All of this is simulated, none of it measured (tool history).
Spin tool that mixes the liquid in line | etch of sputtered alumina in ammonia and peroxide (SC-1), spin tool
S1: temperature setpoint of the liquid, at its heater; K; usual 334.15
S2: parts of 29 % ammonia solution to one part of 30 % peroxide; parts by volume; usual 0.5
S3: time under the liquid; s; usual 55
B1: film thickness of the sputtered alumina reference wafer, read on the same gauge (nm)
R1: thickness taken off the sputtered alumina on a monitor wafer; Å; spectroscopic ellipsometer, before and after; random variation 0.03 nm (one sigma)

Run 1, hour 0: usual settings but S1 340.65 K; B1 140. Result: R1 66 Å.
Run 2, hour 51.8: usual settings but S1 340.65 K; B1 140.015. Result: R1 66.18 Å.
Run 3, hour 76.5: usual settings but S3 35 s; B1 139.996. Result: R1 30.54 Å.
Run 4, hour 101.8: usual settings but S3 35 s; B1 140.007. Result: R1 30.28 Å.
Run 5, hour 134.2: usual settings but S2 0.7 parts by volume, S3 35 s; B1 140.008. Result: R1 31.16 Å.
Run 6, hour 185.2: usual settings but S2 0.7 parts by volume, S3 35 s; B1 139.996. Result: R1 31.1 Å.
Run 7, hour 255.3: usual settings but S1 326.15 K, S3 65 s; B1 140. Result: R1 36.68 Å.
Run 8, hour 337.3: usual settings but S1 326.15 K, S3 65 s; B1 140.011. Result: R1 36.42 Å.
Run 9, hour 381.5: usual settings but S3 70 s; B1 140.001. Result: R1 60.25 Å.
Run 10, hour 485.1: usual settings but S3 70 s; B1 139.973. Result: R1 60.21 Å.
Run 11, hour 509.7: usual settings but S1 331.15 K; B1 139.998. Result: R1 40.35 Å.
Run 12, hour 551.4: usual settings; B1 139.997. Result: R1 46.71 Å.
At hour 591.2: new drum of ammonia solution connected.
Run 13, hour 609.6: usual settings but S1 325.15 K, S2 0.55 parts by volume, S3 25 s; B1 140.013. Result: R1 13.37 Å.
At hour 646.8: heated supply line repaired.
At hour 679.1: ammonia flow meter replaced.
Run 14, hour 683.7: usual settings but S1 330.65 K, S2 0.35 parts by volume, S3 80 s; B1 140.013. Result: R1 58.93 Å.
At hour 685.6: thermometer replaced.
Run 15, hour 734.3: usual settings but S1 341.15 K, S2 0.4 parts by volume, S3 35 s; B1 139.985. Result: R1 44.35 Å.
At hour 765.8: gauge calibrated.
Run 16, hour 782.4: usual settings but S1 341.15 K, S3 45 s; B1 140.016. Result: R1 58.08 Å.
Run 17, hour 830.2: usual settings but S3 75 s; B1 139.99. Result: R1 68.08 Å.
Run 18, hour 888: usual settings but S1 337.65 K, S2 0.35 parts by volume, S3 70 s; B1 140.005. Result: R1 73.59 Å.
Run 19, hour 912.5: usual settings; B1 140.016. Result: R1 49.3 Å.
Run 20, hour 941.3: usual settings but S1 337.15 K, S2 0.3 parts by volume, S3 20 s; B1 139.992. Result: R1 20.05 Å.
Run 21, hour 970.8: usual settings; B1 140.019. Result: R1 49.62 Å.
Run 22, hour 999.7: usual settings but S1 324.65 K, S2 0.4 parts by volume, S3 75 s; B1 139.986. Result: R1 40.32 Å.
Run 23, hour 1067: usual settings; B1 139.992. Result: R1 49.31 Å.
Run 24, hour 1103: usual settings but S1 340.65 K, S2 0.6 parts by volume, S3 35 s; B1 139.982. Result: R1 44.15 Å.
Run 25, hour 1144.6: usual settings but S1 342.15 K, S3 70 s; B1 140.027. Result: R1 93.94 Å.
Run 26, hour 1193.3: usual settings but S3 30 s; B1 139.998. Result: R1 26.93 Å.

3 ways to go on from here, each from the tool as it stands after run 26. What would each give?
Run A, hour 1193.7: usual settings; B1 ?. Result: R1 ?.
Run B, hour 1193.7: usual settings but S1 339.15 K, S2 0.45 parts by volume, S3 35 s; B1 ?. Result: R1 ?.
Run C, hour 1193.7: usual settings but S1 324.15 K, S3 65 s; B1 ?. Result: R1 ?.

run       B1     R1
  A  139.997  49.33
  B  139.997  39.96
  C  139.997  34.34
Without the tool's hidden state the same runs would have given:
run     R1
  A  50.22
  B  40.66
  C  35.01
